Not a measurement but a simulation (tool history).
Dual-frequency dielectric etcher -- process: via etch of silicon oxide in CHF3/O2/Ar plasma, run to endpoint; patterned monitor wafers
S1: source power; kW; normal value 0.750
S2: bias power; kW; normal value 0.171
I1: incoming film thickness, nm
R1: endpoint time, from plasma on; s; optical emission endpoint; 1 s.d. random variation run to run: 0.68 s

{"run": 1, "hour": 0.0, "S1": 0.75, "S2": 0.189, "I1": 479.4, "R1": 217.9}
{"hour": 29.7, "done": "wet clean of the chamber"}
{"run": 2, "hour": 161.7, "S1": 0.75, "S2": 0.189, "I1": 475.9, "R1": 218.7}
{"run": 3, "hour": 193.9, "S1": 0.75, "S2": 0.171, "I1": 478.2, "R1": 230.8}
{"run": 4, "hour": 241.0, "S1": 0.75, "S2": 0.171, "I1": 474.8, "R1": 228.2}
{"run": 5, "hour": 286.5, "S1": 0.75, "S2": 0.171, "I1": 475.1, "R1": 228.4}
{"run": 6, "hour": 315.0, "S1": 0.75, "S2": 0.171, "I1": 474.8, "R1": 229.1}
{"run": 7, "hour": 369.0, "S1": 0.75, "S2": 0.171, "I1": 481.7, "R1": 232.2}
{"hour": 393.8, "done": "upper electrode replaced"}
{"hour": 416.8, "done": "wet clean of the chamber"}
{"run": 8, "hour": 417.3, "S1": 0.75, "S2": 0.171, "I1": 479.8, "R1": 234.8}
{"hour": 423.0, "done": "bias power generator calibrated"}
{"run": 9, "hour": 445.0, "S1": 0.75, "S2": 0.171, "I1": 478.2, "R1": 234.5}
{"run": 10, "hour": 469.3, "S1": 0.75, "S2": 0.171, "I1": 476.4, "R1": 232.5}
{"run": 11, "hour": 534.5, "S1": 0.75, "S2": 0.171, "I1": 476.4, "R1": 233.0}
{"run": 12, "hour": 581.4, "S1": 0.75, "S2": 0.171, "I1": 480.3, "R1": 233.6}
{"run": 13, "hour": 625.2, "S1": 0.75, "S2": 0.141, "I1": 474.2, "R1": 254.2}
{"run": 14, "hour": 734.5, "S1": 0.83, "S2": 0.209, "I1": 478.5, "R1": 200.0}
{"hour": 759.7, "done": "source power generator calibrated"}
{"hour": 790.7, "done": "wet clean of the chamber"}
{"run": 15, "hour": 791.7, "S1": 0.75, "S2": 0.206, "I1": 477.8, "R1": 207.2}
{"run": 16, "hour": 851.3, "S1": 0.92, "S2": 0.211, "I1": 473.4, "R1": 186.3}
{"run": 17, "hour": 913.2, "S1": 0.6, "S2": 0.154, "I1": 475.3, "R1": 261.0}
{"run": 18, "hour": 975.7, "S1": 0.75, "S2": 0.148, "I1": 473.7, "R1": 240.7}
{"run": 19, "hour": 1040.8, "S1": 0.67, "S2": 0.143, "I1": 475.9, "R1": 256.9}
{"run": 20, "hour": 1095.3, "S1": 0.75, "S2": 0.171, "I1": 475.7, "R1": 222.1}
{"run": 21, "hour": 1163.1, "S1": 0.85, "S2": 0.197, "I1": 479.0, "R1": 198.9}
{"run": 22, "hour": 1190.6, "S1": 0.63, "S2": 0.138, "I1": 475.7, "R1": 268.5}

The logged runs with the hidden state left out (each run's random variation unchanged):
Hidden conditions of the tool in this case: etch rate over this chamber's usual, %; source power that arrives over what is set, %; bias power that arrives over what is set, %.
run=1 R1=218.6
run=2 R1=215.1
run=3 R1=227.3
run=4 R1=225.2
run=5 R1=225.8
run=6 R1=226.7
run=7 R1=230.3
run=8 R1=228.7
run=9 R1=228.7
run=10 R1=227.0
run=11 R1=227.9
run=12 R1=229.0
run=13 R1=249.4
run=14 R1=197.2
run=15 R1=207.5
run=16 R1=187.1
run=17 R1=263.1
run=18 R1=243.5
run=19 R1=260.9
run=20 R1=226.2
run=21 R1=203.3
run=22 R1=274.9
